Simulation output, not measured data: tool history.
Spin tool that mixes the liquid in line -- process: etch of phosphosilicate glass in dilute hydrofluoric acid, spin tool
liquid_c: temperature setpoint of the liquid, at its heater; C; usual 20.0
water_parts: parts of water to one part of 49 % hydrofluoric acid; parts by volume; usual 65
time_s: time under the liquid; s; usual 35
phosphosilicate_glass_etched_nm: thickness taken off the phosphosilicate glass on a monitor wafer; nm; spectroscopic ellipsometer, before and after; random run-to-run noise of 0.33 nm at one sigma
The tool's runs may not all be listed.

| run | day | liquid_c | water_parts | time_s | read-back film thickness of the phosphosilicate glass reference wafer, read on the same gauge (nm) | phosphosilicate_glass_etched_nm |
|---|---|---|---|---|---|---|
| 1 | 0.000 | 20.0 | 65 | 35 | 39.97 | 53.19 |
| 2 | 0.742 | 20.0 | 65 | 35 | 40.03 | 52.93 |
| 3 | 1.350 | 20.0 | 65 | 35 | 40.01 | 52.99 |
| 4 | 1.867 | 18.5 | 65 | 35 | 40.01 | 48.84 |
| 5 | 2.388 | 20.0 | 65 | 35 | 40.00 | 52.57 |
| 6 | 2.717 | 20.0 | 65 | 35 | 39.99 | 53.08 |
| 7 | 3.321 | 20.0 | 65 | 35 | 40.03 | 51.80 |
| 8 | 3.600 | 20.0 | 65 | 35 | 39.96 | 52.28 |
| 9 | 4.042 | 20.0 | 65 | 35 | 40.01 | 53.14 |
| 10 | 4.467 | 20.0 | 65 | 35 | 39.99 | 52.63 |
| 11 | 5.162 | 20.0 | 65 | 35 | 39.98 | 52.79 |
| 12 | 5.579 | 20.0 | 65 | 35 | 40.02 | 52.26 |
| 13 | 5.992 | 20.0 | 65 | 35 | 39.98 | 52.20 |
| 14 | 6.529 | 20.0 | 65 | 35 | 39.98 | 51.93 |
| 15 | 7.121 | 20.0 | 65 | 35 | 39.98 | 52.15 |
| 16 | 7.425 | 20.0 | 65 | 35 | 40.01 | 52.45 |
| 17 | 7.962 | 22.5 | 55 | 35 | 40.01 | 68.92 |
| 18 | 8.662 | 24.0 | 65 | 35 | 39.99 | 61.63 |
| 19 | 8.962 | 22.0 | 95 | 45 | 40.01 | 48.07 |
| 20 | 9.254 | 24.0 | 85 | 15 | 40.03 | 19.63 |
| 21 | 9.629 | 20.0 | 65 | 35 | 40.03 | 51.88 |
|  | 10.004 | hydrofluoric acid flow meter replaced |
| 22 | 10.100 | 20.0 | 65 | 35 | 40.00 | 56.26 |
|  | 10.329 | gauge calibrated |
| 23 | 10.625 | 20.0 | 65 | 35 | 39.98 | 56.47 |
| 24 | 11.321 | 20.0 | 65 | 35 | 39.99 | 56.24 |
|  | 11.446 | thermometer replaced |
| 25 | 12.012 | 22.0 | 65 | 20 | 39.98 | 35.24 |
| 26 | 12.329 | 20.0 | 50 | 25 | 39.98 | 53.31 |
| 27 | 12.954 | 20.0 | 65 | 35 | 39.99 | 56.94 |
| 28 | 13.379 | 22.5 | 55 | 35 | 40.03 | 74.89 |
| 29 | 13.771 | 20.0 | 65 | 35 | 39.98 | 56.10 |
| 30 | 14.325 | 21.5 | 50 | 50 | 39.99 | 113.01 |
| 31 | 14.712 | 20.0 | 40 | 45 | 40.02 | 122.11 |
| 32 | 15.308 | 17.0 | 90 | 25 | 40.00 | 24.61 |

Consider 5 possible next runs. They are alternatives, not a sequence: every one starts from the tool as it was left by run 32. What does each give?
| A | 15.325 | 17.0 | 65 | 35 | ? | ? |
| B | 15.325 | 17.0 | 95 | 45 | ? | ? |
| C | 15.325 | 20.0 | 65 | 50 | ? | ? |
| D | 15.325 | 17.0 | 40 | 40 | ? | ? |
| E | 15.325 | 18.5 | 75 | 35 | ? | ? |

| run | read-back film thickness of the phosphosilicate glass reference wafer, read on the same gauge (nm) | phosphosilicate_glass_etched_nm |
|---|---|---|
| A | 40.00 | 49.21 |
| B | 40.00 | 41.91 |
| C | 40.00 | 79.87 |
| D | 40.00 | 93.99 |
| E | 40.00 | 44.96 |
Take away the tool's hidden state, keep each run's random variation, and the runs would have read:
| run | phosphosilicate_glass_etched_nm |
|---|---|
| A | 49.76 |
| B | 42.39 |
| C | 80.77 |
| D | 95.02 |
| E | 45.47 |

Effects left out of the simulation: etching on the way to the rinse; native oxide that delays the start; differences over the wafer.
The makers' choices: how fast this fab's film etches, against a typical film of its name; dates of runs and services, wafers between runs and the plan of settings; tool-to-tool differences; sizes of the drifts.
